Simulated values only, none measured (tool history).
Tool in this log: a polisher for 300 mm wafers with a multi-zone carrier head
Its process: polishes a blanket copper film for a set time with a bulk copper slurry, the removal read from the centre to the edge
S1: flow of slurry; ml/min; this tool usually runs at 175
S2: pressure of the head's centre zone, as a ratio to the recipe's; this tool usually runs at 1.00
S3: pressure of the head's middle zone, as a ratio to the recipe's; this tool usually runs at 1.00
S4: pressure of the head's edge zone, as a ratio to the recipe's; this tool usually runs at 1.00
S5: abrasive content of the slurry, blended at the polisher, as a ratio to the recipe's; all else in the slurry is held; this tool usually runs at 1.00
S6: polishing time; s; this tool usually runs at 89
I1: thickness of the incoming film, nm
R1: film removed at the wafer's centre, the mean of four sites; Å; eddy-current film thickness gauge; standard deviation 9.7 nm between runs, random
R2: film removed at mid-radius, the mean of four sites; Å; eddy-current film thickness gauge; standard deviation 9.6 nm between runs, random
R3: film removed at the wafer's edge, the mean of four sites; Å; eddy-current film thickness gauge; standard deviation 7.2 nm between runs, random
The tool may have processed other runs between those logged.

run,day,S1,S2,S3,S4,S5,S6,I1,R1,R2,R3
1,0.000,210,0.91,1.00,1.00,1.00,89,3325.2,5414,5979,6151
2,1.629,210,0.91,1.00,1.00,1.00,89,3334.6,5484,6076,6225
# day 5.246: slurry nozzle cleaned
3,5.429,175,1.00,1.00,1.00,1.00,89,3315.2,6272,6451,6499
4,7.425,175,1.00,1.00,1.00,1.00,89,3284.7,6451,6238,6291
# day 9.767: worn pad replaced by a new one
5,9.929,175,1.00,1.00,1.00,1.00,89,3351.4,6212,5893,6274
6,14.046,175,1.00,1.03,1.00,1.00,89,3358.6,5863,6005,6050
# day 14.958: centre zone pressure recalibrated
7,15.575,175,1.00,1.00,1.00,1.00,89,3284.7,5689,5722,6157
# day 17.650: edge zone pressure recalibrated
8,18.129,195,1.05,1.00,0.96,1.10,89,3265.1,6349,5878,6130
9,22.454,175,1.00,1.00,1.08,1.00,89,3310.8,5583,5741,6205
# day 23.829: slurry nozzle cleaned
10,24.279,120,1.09,0.96,0.91,1.00,89,3364.4,6641,5948,6015
# day 25.050: worn pad replaced by a new one
11,28.142,175,1.00,1.00,1.00,0.70,66,3351.8,4261,4355,4357
# day 29.962: carrier head's membrane replaced by a new one
12,32.450,175,1.00,1.00,1.00,1.00,89,3341.2,6013,5993,6207
13,34.621,175,1.00,1.00,1.00,0.75,69,3307.1,4338,4391,4550
14,38.738,205,1.00,0.93,1.00,1.00,89,3355.7,6205,5749,6294
# day 42.250: worn pad replaced by a new one
# day 43.033: slurry nozzle cleaned
15,43.054,140,1.05,1.00,1.12,1.00,89,3321.8,6702,6207,6650
16,47.212,175,1.00,0.94,0.89,1.00,89,3347.2,6121,5993,6074
17,49.175,210,1.00,1.00,1.00,1.20,89,3374.1,6717,6491,6655
18,53.450,175,1.00,1.00,1.00,0.80,89,3365.2,5684,5801,5900
19,55.254,130,0.94,1.10,1.00,1.00,89,3323.2,5048,5868,5805
# day 58.300: worn pad replaced by a new one
20,58.321,175,1.00,1.00,1.00,0.80,89,3322.5,5530,5533,5737
# day 61.125: slurry nozzle cleaned
21,61.854,175,1.00,1.00,1.00,1.00,89,3292.6,6346,6375,6428

Table of differences, measured result less the result of that run with no hidden state. Run-to-run variation is the same in both. Gauge scatter possibly is not:
Hidden state present: removal rate lost through wear of the pad, %; slurry flow missing at the pad, %; deviation of the centre zone's pressure from its setpoint, %; deviation of the edge zone's pressure from its setpoint, %.
run,R1,R2,R3
1,-575,-563,-415
2,-626,-614,-450
3,-87,-80,-59
4,-277,-238,-173
5,-472,-397,-300
6,-689,-621,-439
7,-733,-647,-486
8,-814,-663,-488
9,-882,-792,-592
10,-78,-62,-44
11,-238,-216,-155
12,-568,-499,-366
13,-467,-417,-303
14,-656,-538,-422
15,-6,-5,-4
16,-315,-273,-199
17,-397,-342,-256
18,-577,-518,-372
19,-752,-754,-499
20,-665,-585,-425
21,-175,-156,-115

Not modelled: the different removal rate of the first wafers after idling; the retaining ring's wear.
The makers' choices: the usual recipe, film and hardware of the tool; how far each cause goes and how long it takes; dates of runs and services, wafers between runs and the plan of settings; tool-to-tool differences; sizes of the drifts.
